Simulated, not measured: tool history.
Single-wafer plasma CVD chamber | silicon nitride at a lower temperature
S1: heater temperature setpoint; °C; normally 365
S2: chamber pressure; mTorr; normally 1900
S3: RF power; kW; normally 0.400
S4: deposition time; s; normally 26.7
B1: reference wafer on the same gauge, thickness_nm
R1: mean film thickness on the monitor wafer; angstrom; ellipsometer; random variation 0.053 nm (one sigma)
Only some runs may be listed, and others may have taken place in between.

| run | hour | S1 | S2 | S3 | S4 | B1 | R1 |
|---|---|---|---|---|---|---|---|
| 1 | 0.0 | 365 | 1900 | 0.400 | 26.7 | 29.290 | 353.43 |
| 2 | 14.9 | 365 | 1900 | 0.400 | 26.7 | 29.300 | 354.32 |
|  | 23.7 | gauge calibrated |
| 3 | 25.9 | 365 | 1900 | 0.400 | 26.7 | 29.308 | 353.50 |
| 4 | 34.9 | 365 | 1900 | 0.400 | 26.7 | 29.293 | 353.70 |
| 5 | 51.6 | 365 | 1900 | 0.420 | 26.7 | 29.300 | 360.89 |
| 6 | 58.9 | 365 | 1900 | 0.420 | 26.7 | 29.287 | 361.47 |
| 7 | 65.2 | 365 | 1900 | 0.400 | 26.7 | 29.302 | 354.02 |
| 8 | 74.7 | 365 | 1900 | 0.400 | 26.7 | 29.297 | 353.52 |
|  | 83.2 | RF generator calibrated |
| 9 | 92.0 | 365 | 1900 | 0.400 | 26.7 | 29.274 | 353.98 |
|  | 102.4 | thermocouple changed; heater temperature recalibrated |
| 10 | 102.8 | 365 | 1900 | 0.400 | 28.8 | 29.309 | 381.59 |
|  | 117.0 | capacitance manometer re-zeroed and calibrated |
| 11 | 117.5 | 365 | 1900 | 0.400 | 26.7 | 29.294 | 354.71 |
| 12 | 123.9 | 365 | 2190 | 0.350 | 26.7 | 29.294 | 347.88 |
| 13 | 141.3 | 365 | 2270 | 0.425 | 31.0 | 29.300 | 439.73 |
| 14 | 153.0 | 350 | 1740 | 0.400 | 28.2 | 29.310 | 367.51 |
| 15 | 164.6 | 371 | 1900 | 0.470 | 21.5 | 29.298 | 302.41 |
| 16 | 176.5 | 365 | 1900 | 0.400 | 26.7 | 29.291 | 353.72 |
|  | 184.2 | gauge calibrated |
|  | 202.2 | showerhead replaced |
| 17 | 221.1 | 371 | 1900 | 0.470 | 21.5 | 29.311 | 303.35 |
| 18 | 236.8 | 365 | 1740 | 0.440 | 28.9 | 29.301 | 389.16 |
| 19 | 249.9 | 351 | 1900 | 0.400 | 26.7 | 29.300 | 356.10 |
| 20 | 261.8 | 354 | 1900 | 0.400 | 22.4 | 29.291 | 297.25 |
| 21 | 268.4 | 365 | 1900 | 0.400 | 26.7 | 29.310 | 353.80 |

Forecast each of these 4 alternatives for the next run:
| A | 268.8 | 365 | 1900 | 0.380 | 26.7 | ? | ? |
| B | 268.8 | 365 | 1650 | 0.400 | 28.0 | ? | ? |
| C | 268.8 | 370 | 1900 | 0.400 | 26.7 | ? | ? |
| D | 268.8 | 365 | 1470 | 0.400 | 26.7 | ? | ? |

| run | B1 | R1 |
|---|---|---|
| A | 29.292 | 347.77 |
| B | 29.292 | 357.89 |
| C | 29.292 | 353.91 |
| D | 29.292 | 330.48 |
Without the tool's unlogged condition, the same runs would have read:
| run | R1 |
|---|---|
| A | 347.77 |
| B | 357.89 |
| C | 353.91 |
| D | 330.48 |
